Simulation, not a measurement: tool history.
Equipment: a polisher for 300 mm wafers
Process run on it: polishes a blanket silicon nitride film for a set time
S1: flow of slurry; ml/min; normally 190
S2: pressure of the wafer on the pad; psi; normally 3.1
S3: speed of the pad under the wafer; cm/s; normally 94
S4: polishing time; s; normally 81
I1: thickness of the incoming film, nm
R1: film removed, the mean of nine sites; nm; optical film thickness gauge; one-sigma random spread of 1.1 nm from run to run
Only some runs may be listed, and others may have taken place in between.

run	hour	S1	S2	S3	S4	I1	R1
1	0.0	190	3.1	94	81	763.8	110.6
2	70.3	190	3.1	94	81	758.4	105.8
3	121.6	190	3.1	94	81	765.3	102.4
4	172.1	190	2.7	94	81	765.4	89.3
5	226.9	190	2.7	94	81	767.5	86.0
# hour 290.6: worn pad replaced by a new one
6	295.8	190	2.7	94	81	774.0	94.1
7	367.3	190	3.1	112	81	757.5	112.7
8	397.3	190	3.1	112	81	771.6	107.7
9	432.7	190	3.1	94	81	764.4	97.4
10	489.7	190	3.1	94	81	769.4	96.9
11	555.7	190	3.1	94	81	763.1	94.0
# hour 561.8: worn pad replaced by a new one
# hour 603.7: slurry nozzle cleaned
12	610.6	190	3.1	94	81	770.5	107.2
13	639.2	190	3.1	94	81	768.7	105.0
14	676.3	190	3.1	94	81	774.0	102.8
15	705.4	190	3.1	94	81	756.7	103.5
# hour 724.3: head pressure recalibrated
16	776.8	145	2.8	104	64	771.8	73.4
17	805.1	190	3.1	94	81	785.1	101.2
# hour 828.6: worn pad replaced by a new one
18	834.2	245	3.1	94	81	771.3	114.9
19	898.6	190	4.1	94	56	776.4	95.6
20	957.1	250	3.6	74	81	783.9	106.9
21	1014.2	245	2.7	94	90	757.5	100.1
22	1063.2	220	2.4	122	81	776.1	91.8
# hour 1132.0: worn pad replaced by a new one
23	1132.5	190	3.1	116	81	766.1	117.7
24	1187.2	190	3.1	94	81	773.1	100.7
25	1213.8	220	2.4	122	81	774.0	91.2
26	1282.4	255	3.5	72	65	770.6	79.6
27	1307.9	135	4.1	76	74	777.9	90.9
28	1371.9	175	4.0	74	70	762.7	89.7
29	1415.3	190	3.1	94	81	758.5	92.2
# hour 1420.7: worn pad replaced by a new one
# hour 1448.8: slurry nozzle cleaned
30	1474.3	245	4.2	78	94	780.3	154.2

List, for all runs, the conditions of the tool that the log does not record:
deviation of the head's pressure from its setpoint, %: 0 in every run
H1: removal rate lost through wear of the pad, %
H2: slurry flow missing at the pad, %
run	H1	H2
1	0.743	6.62
2	5.08	10.1
3	6.77	12.6
4	7.76	15
5	8.4	17.7
6	1.19	21.1
7	5.69	24.6
8	6.8	26.1
9	7.73	27.8
10	8.69	30.6
11	9.28	33.8
12	4.16	3.43
13	5.57	4.83
14	6.88	6.64
15	7.62	8.07
16	8.72	11.6
17	8.97	12.9
18	0.728	14.4
19	4.89	17.5
20	6.91	20.4
21	8.01	23.2
22	8.55	25.6
23	0.447	29
24	4.34	31.6
25	5.58	32.9
26	7.59	36.3
27	8.04	37.5
28	8.78	40.7
29	9.06	42.8
30	4.31	6.21
